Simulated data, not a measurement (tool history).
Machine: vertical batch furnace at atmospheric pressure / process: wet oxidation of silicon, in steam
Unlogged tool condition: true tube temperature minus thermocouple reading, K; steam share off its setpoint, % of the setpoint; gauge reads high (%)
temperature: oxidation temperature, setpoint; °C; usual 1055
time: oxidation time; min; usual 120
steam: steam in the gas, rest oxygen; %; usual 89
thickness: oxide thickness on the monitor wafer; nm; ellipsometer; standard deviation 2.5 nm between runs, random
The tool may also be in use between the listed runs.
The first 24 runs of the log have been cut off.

| run | hour | temperature | time | steam | wafers since the last listed run | hours since the last temperature calibration | hours since the steam generator was serviced | hours since the gauge calibration | read-back reference wafer on the same gauge, thickness | thickness |
|---|---|---|---|---|---|---|---|---|---|---|
| 25 | 614 | 1055 | 120 | 97 | 154 | 224.2 | 150.3 | 326.5 | 888.33 | 881.96 |
| 26 | 646.8 | 1055 | 120 | 89 | 312 | 257 | 183.1 | 359.3 | 888.25 | 834.05 |
| 27 | 669.2 | 1055 | 92 | 89 | 213 | 279.4 | 205.5 | 381.7 | 888 | 718.91 |
| 28 | 756.6 | 1055 | 74.5 | 78 | 832 | 366.8 | 292.9 | 469.1 | 888.11 | 588.62 |
| 29 | 781.4 | 1055 | 139 | 86 | 236 | 391.6 | 317.7 | 493.9 | 888.25 | 897.28 |
| 30 | 811.5 | 1055 | 105 | 80 | 286 | 421.7 | 347.8 | 524 | 888.44 | 726.56 |
| 31 | 833.1 | 1055 | 97.5 | 89 | 205 | 443.3 | 369.4 | 545.6 | 888.16 | 739.59 |
| 32 | 857 | 1075 | 120 | 89 | 227 | 467.2 | 393.3 | 569.5 | 887.92 | 911.26 |
| 33 | 870.2 | 1055 | 120 | 89 | 125 | 480.4 | 406.5 | 582.7 | 888 | 835.83 |
| 34 | 896.5 | 1055 | 120 | 89 | 250 | 506.7 | 432.8 | 609 | 887.36 | 832.8 |
| 35 | 929.1 | 1055 | 146.5 | 97 | 310 | 539.3 | 465.4 | 641.6 | 887.8 | 977.69 |
| 36 | 958.5 | 1055 | 92 | 89 | 279 | 568.7 | 494.8 | 671 | 887.52 | 717.23 |
| 37 | 993.1 | 1055 | 120 | 89 | 329 | 603.3 | 529.4 | 705.6 | 887.95 | 837.01 |
| 38 | 1014.5 | 1064 | 150.5 | 89 | 203 | 624.7 | 550.8 | 727 | 887.74 | 984.29 |
| 39 | 1035.2 | 1043 | 155.5 | 78 | 197 | 645.4 | 571.5 | 747.7 | 887.21 | 850.38 |

3 options for the next run, each taken on its own from the tool as it stands now. Forecast them:
| A | 1040.9 | 1055 | 120 | 89 | 54 | 651.1 | 577.2 | 753.4 | ? | ? |
| B | 1040.9 | 1035 | 120 | 95 | 54 | 651.1 | 577.2 | 753.4 | ? | ? |
| C | 1040.9 | 1079 | 148.5 | 80 | 54 | 651.1 | 577.2 | 753.4 | ? | ? |

| run | read-back reference wafer on the same gauge, thickness | thickness |
|---|---|---|
| A | 888.45 | 834.16 |
| B | 888.45 | 790.72 |
| C | 888.45 | 976.4 |
With no hidden state in the tool, these same runs would have given:
| run | thickness |
|---|---|
| A | 834.16 |
| B | 790.72 |
| C | 976.4 |

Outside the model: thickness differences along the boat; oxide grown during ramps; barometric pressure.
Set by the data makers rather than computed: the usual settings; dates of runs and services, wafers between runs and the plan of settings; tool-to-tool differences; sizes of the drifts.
